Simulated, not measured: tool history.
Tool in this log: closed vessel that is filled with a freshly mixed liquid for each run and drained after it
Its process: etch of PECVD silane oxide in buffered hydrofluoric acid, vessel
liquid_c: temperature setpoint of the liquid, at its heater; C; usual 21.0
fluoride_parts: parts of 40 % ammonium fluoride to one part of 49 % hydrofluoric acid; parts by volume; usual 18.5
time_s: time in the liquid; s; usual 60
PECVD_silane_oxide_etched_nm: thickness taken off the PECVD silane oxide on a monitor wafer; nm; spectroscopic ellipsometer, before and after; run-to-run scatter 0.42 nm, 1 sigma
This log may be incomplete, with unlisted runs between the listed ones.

run   hour  liquid_c  fluoride_parts  time_s  wafers since the last listed run  hours since the thermometer was replaced  hours since the hydrofluoric acid flow meter was replaced  hours since the gauge calibration  read-back film thickness of the PECVD silane oxide reference wafer, read on the same gauge (nm)  PECVD_silane_oxide_etched_nm
  1    0.0      19.0            18.5      85                                 0                                    1078.0                                                      680.5                              465.5                                                                                            39.99                         69.33
  2   21.7      19.0            18.5      85                              2264                                    1099.7                                                      702.2                              487.2                                                                                            40.00                         68.42
  3   41.2      21.0            22.5      60                              2035                                    1119.2                                                      721.7                              506.7                                                                                            39.98                         46.35
  4   53.8      21.0            22.5      60                              1314                                    1131.8                                                      734.3                              519.3                                                                                            40.00                         46.65
  5   79.3      21.0            22.5      60                              2661                                    1157.3                                                      759.8                              544.8                                                                                            40.00                         46.59
  6  104.5      21.0            18.5      60                              2629                                    1182.5                                                      785.0                              570.0                                                                                            39.94                         53.35
  7  131.7      19.0            22.5      60                              2838                                    1209.7                                                      812.2                              597.2                                                                                            40.02                         41.45
  8  155.5      21.0            18.5      60                              2483                                    1233.5                                                      836.0                              621.0                                                                                            40.02                         54.03
  9  191.9      21.0            22.0      35                              3798                                    1269.9                                                      872.4                              657.4                                                                                            40.02                         27.81
 10  206.8      21.0            22.0      35                              1554                                    1284.8                                                      887.3                              672.3                                                                                            40.01                         27.24
 11  225.7      24.5            18.5      60                              1972                                    1303.7                                                      906.2                              691.2                                                                                            39.98                         65.57
 12  244.6      25.5            18.5      60                              1972                                    1322.6                                                      925.1                              710.1                                                                                            39.97                         67.69
 13  278.2      21.0            18.5      75                              3506                                    1356.2                                                      958.7                              743.7                                                                                            40.00                         67.11
     287.1  -- gauge calibrated
 14  306.0      18.0            18.5      60                              2901                                    1384.0                                                      986.5                               18.9                                                                                            40.02                         45.23
 15  330.9      21.0            15.0      45                              2598                                    1408.9                                                     1011.4                               43.8                                                                                            39.98                         49.57
 16  347.1      21.0            18.5      60                              1690                                    1425.1                                                     1027.6                               60.0                                                                                            40.03                         53.35
 17  362.6      24.5            15.5      95                              1617                                    1440.6                                                     1043.1                               75.5                                                                                            39.97                        121.97
 18  383.3      24.0            15.5      85                              2160                                    1461.3                                                     1063.8                               96.2                                                                                            40.01                        105.88
 19  409.3      21.0            18.5      75                              2713                                    1487.3                                                     1089.8                              122.2                                                                                            40.01                         67.19
 20  423.9      21.0            18.5      45                              1523                                    1501.9                                                     1104.4                              136.8                                                                                            40.06                         40.13
 21  456.7      24.0            24.5      80                              3423                                    1534.7                                                     1137.2                              169.6                                                                                            40.00                         68.39
     458.5  -- hydrofluoric acid flow meter replaced
 22  471.4      17.0            12.5      95                              1429                                    1549.4                                                       12.9                              184.3                                                                                            39.99                        102.46
 23  498.6      18.0            18.5      60                              2838                                    1576.6                                                       40.1                              211.5                                                                                            40.01                         46.26
 24  521.6      17.0            14.5      60                              2400                                    1599.6                                                       63.1                              234.5                                                                                            40.02                         55.96
     593.5  -- thermometer replaced
 25  600.8      21.0            18.5      40                              8161                                       7.3                                                      142.3                              313.7                                                                                            40.00                         37.28
 26  622.8      21.0            18.5      60                              2295                                      29.3                                                      164.3                              335.7                                                                                            40.02                         56.06
 27  648.1      21.0            18.5      60                              2640                                      54.6                                                      189.6                              361.0                                                                                            40.00                         55.71
 28  675.4      22.5            18.5      60                              2849                                      81.9                                                      216.9                              388.3                                                                                            40.01                         59.40
 29  695.2      21.0            18.5      85                              2066                                     101.7                                                      236.7                              408.1                                                                                            39.98                         78.51
 30  720.9      21.0            25.0      60                              2682                                     127.4                                                      262.4                              433.8                                                                                            39.98                         43.71
 31  754.0      24.0            22.5      85                              3454                                     160.5                                                      295.5                              466.9                                                                                            39.98                         77.87
 32  781.2      21.0            18.5      60                              2838                                     187.7                                                      322.7                              494.1                                                                                            39.98                         55.10
 33  814.9      21.0            18.5      60                              3516                                     221.4                                                      356.4                              527.8                                                                                            39.99                         54.89

Some steps in PECVD_silane_oxide_etched_nm between neighbouring runs. How much of each would the tool show without its hidden state too (settings, what came in, random variation), and how much is left for the hidden state, with any gauge scatter that isn't in both results?
Hidden state present: liquid hotter than its thermometer reads (K); hydrofluoric acid flow below the setpoint (%); gauge reads high (%).
Run 10 -> 11: liquid_c 21.0 -> 24.5, fluoride_parts 22.0 -> 18.5, time_s 35 -> 60. PECVD_silane_oxide_etched_nm +38.33 nm: hidden state -1.32, all else +39.65.
Run 16 -> 17: liquid_c 21.0 -> 24.5, fluoride_parts 18.5 -> 15.5, time_s 60 -> 95. PECVD_silane_oxide_etched_nm +68.62 nm: hidden state -2.21, all else +70.83.
Run 18 -> 19: liquid_c 24.0 -> 21.0, fluoride_parts 15.5 -> 18.5, time_s 85 -> 75. PECVD_silane_oxide_etched_nm -38.69 nm: hidden state +1.20, all else -39.89.
Run 21 -> 22: liquid_c 24.0 -> 17.0, fluoride_parts 24.5 -> 12.5, time_s 80 -> 95, hydrofluoric acid flow meter replaced. PECVD_silane_oxide_etched_nm +34.07 nm: hidden state +1.39, all else +32.68.
Run 22 -> 23: liquid_c 17.0 -> 18.0, fluoride_parts 12.5 -> 18.5, time_s 95 -> 60. PECVD_silane_oxide_etched_nm -56.20 nm: hidden state +0.11, all else -56.31.
